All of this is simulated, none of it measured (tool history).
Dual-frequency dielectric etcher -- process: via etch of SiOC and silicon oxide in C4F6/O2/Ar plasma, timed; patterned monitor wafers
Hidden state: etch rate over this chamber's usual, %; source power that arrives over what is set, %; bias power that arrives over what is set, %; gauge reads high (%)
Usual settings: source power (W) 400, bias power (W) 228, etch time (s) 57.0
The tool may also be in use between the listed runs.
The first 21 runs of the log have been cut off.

| run | day | source power (W) | bias power (W) | etch time (s) | wafers since the last listed run | hours since the last wet clean | hours since the last source power generator calibration | hours since the last bias power generator calibration | hours since the last upper electrode change | hours since the gauge calibration | read-back reference wafer on the same gauge, depth_nm | mean etch depth across the wafer (nm) |
|---|---|---|---|---|---|---|---|---|---|---|---|---|
| 22 | 11.854 | 400 | 228 | 57.0 | 187 | 83.5 | 112.3 | 200.0 | 117.7 | 77.2 | 55.3 | 63.7 |
| 23 | 12.108 | 450 | 228 | 57.0 | 86 | 89.6 | 118.4 | 206.1 | 123.8 | 83.3 | 55.4 | 65.7 |
| 24 | 12.483 | 370 | 270 | 43.5 | 127 | 98.6 | 127.4 | 215.1 | 132.8 | 92.3 | 55.3 | 49.6 |
| 25 | 13.067 | 400 | 228 | 57.0 | 197 | 112.6 | 141.4 | 229.1 | 146.8 | 106.3 | 55.3 | 63.3 |
| 26 | 13.562 | 400 | 228 | 57.0 | 168 | 124.5 | 153.3 | 241.0 | 158.7 | 118.2 | 55.3 | 62.8 |
| 27 | 13.975 | 340 | 255 | 43.0 | 139 | 134.4 | 163.2 | 250.9 | 168.6 | 128.1 | 55.3 | 47.1 |
| 28 | 14.708 | 370 | 261 | 73.5 | 248 | 152.0 | 180.8 | 268.5 | 186.2 | 145.7 | 55.3 | 81.7 |
| 29 | 15.142 | 400 | 211 | 57.0 | 146 | 162.4 | 191.2 | 278.9 | 196.6 | 156.1 | 55.4 | 61.3 |
| 30 | 15.700 | 400 | 228 | 57.0 | 189 | 175.8 | 204.6 | 292.3 | 210.0 | 169.5 | 55.3 | 62.9 |
| 31 | 16.004 | 400 | 228 | 57.0 | 103 | 183.1 | 211.9 | 299.6 | 217.3 | 176.8 | 55.3 | 62.8 |

Consider 3 possible next runs. They are alternatives, not a sequence: every one starts from the tool as it was left by run 31. What does each give?
| A | 16.021 | 400 | 228 | 50.0 | 5 | 183.5 | 212.3 | 300.0 | 217.7 | 177.2 | ? | ? |
| B | 16.021 | 460 | 248 | 62.5 | 5 | 183.5 | 212.3 | 300.0 | 217.7 | 177.2 | ? | ? |
| C | 16.021 | 490 | 265 | 47.5 | 5 | 183.5 | 212.3 | 300.0 | 217.7 | 177.2 | ? | ? |

| run | read-back reference wafer on the same gauge, depth_nm | mean etch depth across the wafer (nm) |
|---|---|---|
| A | 55.3 | 55.3 |
| B | 55.3 | 73.6 |
| C | 55.3 | 58.0 |
The same runs, with their run-to-run variation unchanged, on a tool lacking any hidden condition would have given:
| run | mean etch depth across the wafer (nm) |
|---|---|
| A | 56.1 |
| B | 74.7 |
| C | 58.9 |
